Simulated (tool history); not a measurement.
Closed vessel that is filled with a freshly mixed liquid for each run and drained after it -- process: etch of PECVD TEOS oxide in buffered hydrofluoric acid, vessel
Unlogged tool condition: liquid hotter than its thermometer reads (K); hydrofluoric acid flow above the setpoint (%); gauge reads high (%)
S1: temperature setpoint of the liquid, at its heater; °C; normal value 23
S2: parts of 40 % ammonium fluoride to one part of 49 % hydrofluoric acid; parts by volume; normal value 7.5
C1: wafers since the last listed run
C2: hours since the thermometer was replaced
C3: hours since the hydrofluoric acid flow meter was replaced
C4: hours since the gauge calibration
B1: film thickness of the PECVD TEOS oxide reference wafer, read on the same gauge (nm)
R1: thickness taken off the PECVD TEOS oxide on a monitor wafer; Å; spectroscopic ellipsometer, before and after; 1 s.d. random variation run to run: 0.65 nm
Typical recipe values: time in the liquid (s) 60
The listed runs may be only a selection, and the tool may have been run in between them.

{"run": 1, "day": 0.0, "S1": 23, "S2": 7.5, "time in the liquid (s)": 60, "C1": 0, "C2": 271.2, "C3": 431.4, "C4": 1270.4, "B1": 150, "R1": 1185}
{"day": 1.25, "done": "gauge calibrated"}
{"run": 2, "day": 1.825, "S1": 23, "S2": 7.5, "time in the liquid (s)": 60, "C1": 5248, "C2": 315, "C3": 475.2, "C4": 13.8, "B1": 149.99, "R1": 1197.7}
{"run": 3, "day": 3.379, "S1": 23, "S2": 7.5, "time in the liquid (s)": 60, "C1": 4469, "C2": 352.3, "C3": 512.5, "C4": 51.1, "B1": 149.99, "R1": 1187.2}
{"run": 4, "day": 4.512, "S1": 23, "S2": 7.5, "time in the liquid (s)": 60, "C1": 3259, "C2": 379.5, "C3": 539.7, "C4": 78.3, "B1": 150.03, "R1": 1186.9}
{"run": 5, "day": 6.521, "S1": 23, "S2": 7.5, "time in the liquid (s)": 60, "C1": 5775, "C2": 427.7, "C3": 587.9, "C4": 126.5, "B1": 150.02, "R1": 1186.9}
{"day": 7.425, "done": "hydrofluoric acid flow meter replaced"}
{"run": 6, "day": 8.325, "S1": 21, "S2": 6.5, "time in the liquid (s)": 60, "C1": 5068, "C2": 471, "C3": 21.6, "C4": 169.8, "B1": 149.97, "R1": 1237.5}
{"run": 7, "day": 11.038, "S1": 21.5, "S2": 7.5, "time in the liquid (s)": 60, "C1": 7800, "C2": 536.1, "C3": 86.7, "C4": 234.9, "B1": 149.97, "R1": 1096}
{"run": 8, "day": 12.542, "S1": 23, "S2": 7.5, "time in the liquid (s)": 60, "C1": 4325, "C2": 572.2, "C3": 122.8, "C4": 271, "B1": 150, "R1": 1188}
{"run": 9, "day": 13.762, "S1": 23, "S2": 7.5, "time in the liquid (s)": 60, "C1": 3510, "C2": 601.5, "C3": 152.1, "C4": 300.3, "B1": 150.02, "R1": 1190.5}
{"run": 10, "day": 16.188, "S1": 23, "S2": 7.5, "time in the liquid (s)": 60, "C1": 6973, "C2": 659.7, "C3": 210.3, "C4": 358.5, "B1": 149.96, "R1": 1188.2}
{"run": 11, "day": 17.683, "S1": 21.5, "S2": 9.5, "time in the liquid (s)": 70, "C1": 4301, "C2": 695.6, "C3": 246.2, "C4": 394.4, "B1": 150.05, "R1": 1005.5}
{"run": 12, "day": 19.267, "S1": 27, "S2": 6, "time in the liquid (s)": 60, "C1": 4553, "C2": 733.6, "C3": 284.2, "C4": 432.4, "B1": 150.03, "R1": 1821.5}
{"run": 13, "day": 21.025, "S1": 23, "S2": 7.5, "time in the liquid (s)": 60, "C1": 5056, "C2": 775.8, "C3": 326.4, "C4": 474.6, "B1": 150.01, "R1": 1187.5}
{"day": 22.342, "done": "thermometer replaced"}
{"run": 14, "day": 22.442, "S1": 20.5, "S2": 7.5, "time in the liquid (s)": 60, "C1": 3953, "C2": 2.4, "C3": 360.4, "C4": 508.6, "B1": 149.98, "R1": 1037.8}
{"run": 15, "day": 24.838, "S1": 19.5, "S2": 8.5, "time in the liquid (s)": 60, "C1": 6889, "C2": 59.9, "C3": 417.9, "C4": 566.1, "B1": 149.99, "R1": 861.6}
{"day": 27.225, "done": "hydrofluoric acid flow meter replaced"}
{"run": 16, "day": 27.733, "S1": 21.5, "S2": 7.5, "time in the liquid (s)": 95, "C1": 8207, "C2": 129.4, "C3": 12.2, "C4": 635.6, "B1": 149.99, "R1": 1734.9}
{"run": 17, "day": 30.138, "S1": 23, "S2": 7.5, "time in the liquid (s)": 60, "C1": 6913, "C2": 187.1, "C3": 69.9, "C4": 693.3, "B1": 149.98, "R1": 1187.9}
{"run": 18, "day": 35.012, "S1": 23, "S2": 7.5, "time in the liquid (s)": 60, "C1": 14018, "C2": 304.1, "C3": 186.9, "C4": 810.3, "B1": 150.01, "R1": 1192.6}
{"run": 19, "day": 36.346, "S1": 23, "S2": 6, "time in the liquid (s)": 60, "C1": 3834, "C2": 336.1, "C3": 218.9, "C4": 842.3, "B1": 150.03, "R1": 1464.5}
{"run": 20, "day": 38.783, "S1": 23, "S2": 7.5, "time in the liquid (s)": 80, "C1": 7009, "C2": 394.6, "C3": 277.4, "C4": 900.8, "B1": 149.98, "R1": 1598.4}
{"run": 21, "day": 40.412, "S1": 21, "S2": 6.5, "time in the liquid (s)": 60, "C1": 4684, "C2": 433.7, "C3": 316.5, "C4": 939.9, "B1": 150, "R1": 1223.2}
{"run": 22, "day": 42.279, "S1": 23, "S2": 7.5, "time in the liquid (s)": 30, "C1": 5367, "C2": 478.5, "C3": 361.3, "C4": 984.7, "B1": 150.01, "R1": 597.8}
{"run": 23, "day": 45.125, "S1": 26, "S2": 10, "time in the liquid (s)": 35, "C1": 8183, "C2": 546.8, "C3": 429.6, "C4": 1053, "B1": 150.02, "R1": 622.9}
{"day": 47.342, "done": "hydrofluoric acid flow meter replaced"}
{"run": 24, "day": 47.417, "S1": 23, "S2": 7.5, "time in the liquid (s)": 60, "C1": 6470, "C2": 601.8, "C3": 1.8, "C4": 1108, "B1": 149.99, "R1": 1188.2}
{"day": 48.233, "done": "gauge calibrated"}
{"run": 25, "day": 49.121, "S1": 18.5, "S2": 5.5, "time in the liquid (s)": 60, "C1": 4900, "C2": 642.7, "C3": 42.7, "C4": 21.3, "B1": 150.01, "R1": 1225.7}
{"run": 26, "day": 50.779, "S1": 23, "S2": 7.5, "time in the liquid (s)": 60, "C1": 4768, "C2": 682.5, "C3": 82.5, "C4": 61.1, "B1": 150.01, "R1": 1191.4}
{"run": 27, "day": 53.162, "S1": 25.5, "S2": 5, "time in the liquid (s)": 60, "C1": 6853, "C2": 739.7, "C3": 139.7, "C4": 118.3, "B1": 149.95, "R1": 1969.2}
{"run": 28, "day": 54.446, "S1": 23, "S2": 7.5, "time in the liquid (s)": 40, "C1": 3690, "C2": 770.5, "C3": 170.5, "C4": 149.1, "B1": 150, "R1": 785.2}
{"day": 56.121, "done": "thermometer replaced"}
{"run": 29, "day": 56.983, "S1": 18.5, "S2": 6.5, "time in the liquid (s)": 45, "C1": 7177, "C2": 20.7, "C3": 231.4, "C4": 210, "B1": 149.98, "R1": 805.3}
{"run": 30, "day": 58.512, "S1": 25.5, "S2": 9, "time in the liquid (s)": 60, "C1": 4397, "C2": 57.4, "C3": 268.1, "C4": 246.7, "B1": 149.99, "R1": 1129.6}
{"run": 31, "day": 60.675, "S1": 19.5, "S2": 7.5, "time in the liquid (s)": 75, "C1": 6218, "C2": 109.3, "C3": 320, "C4": 298.6, "B1": 149.98, "R1": 1217.8}
{"run": 32, "day": 62.708, "S1": 23, "S2": 5, "time in the liquid (s)": 60, "C1": 5847, "C2": 158.1, "C3": 368.8, "C4": 347.4, "B1": 150.02, "R1": 1711.7}
{"run": 33, "day": 65.062, "S1": 23, "S2": 5, "time in the liquid (s)": 50, "C1": 6769, "C2": 214.6, "C3": 425.3, "C4": 403.9, "B1": 149.99, "R1": 1430.5}
{"run": 34, "day": 67.804, "S1": 24.5, "S2": 7.5, "time in the liquid (s)": 50, "C1": 7884, "C2": 280.4, "C3": 491.1, "C4": 469.7, "B1": 150, "R1": 1074.3}

For each entry between runs, how does the tool's hidden state at the last listed run before it compare with that at the first listed run after it?
Runs 1 to 2: gauge calibrated (day 1.25)
  nothing in the hidden state changes from one run to the other
Runs 5 to 6: hydrofluoric acid flow meter replaced (day 7.425)
  nothing in the hidden state changes from one run to the other
Runs 13 to 14: thermometer replaced (day 22.342)
  nothing in the hidden state changes from one run to the other
Runs 15 to 16: hydrofluoric acid flow meter replaced (day 27.225)
  nothing in the hidden state changes from one run to the other
Runs 23 to 24: hydrofluoric acid flow meter replaced (day 47.342)
  nothing in the hidden state changes from one run to the other
Runs 24 to 25: gauge calibrated (day 48.233)
  nothing in the hidden state changes from one run to the other
Runs 28 to 29: thermometer replaced (day 56.121)
  nothing in the hidden state changes from one run to the other
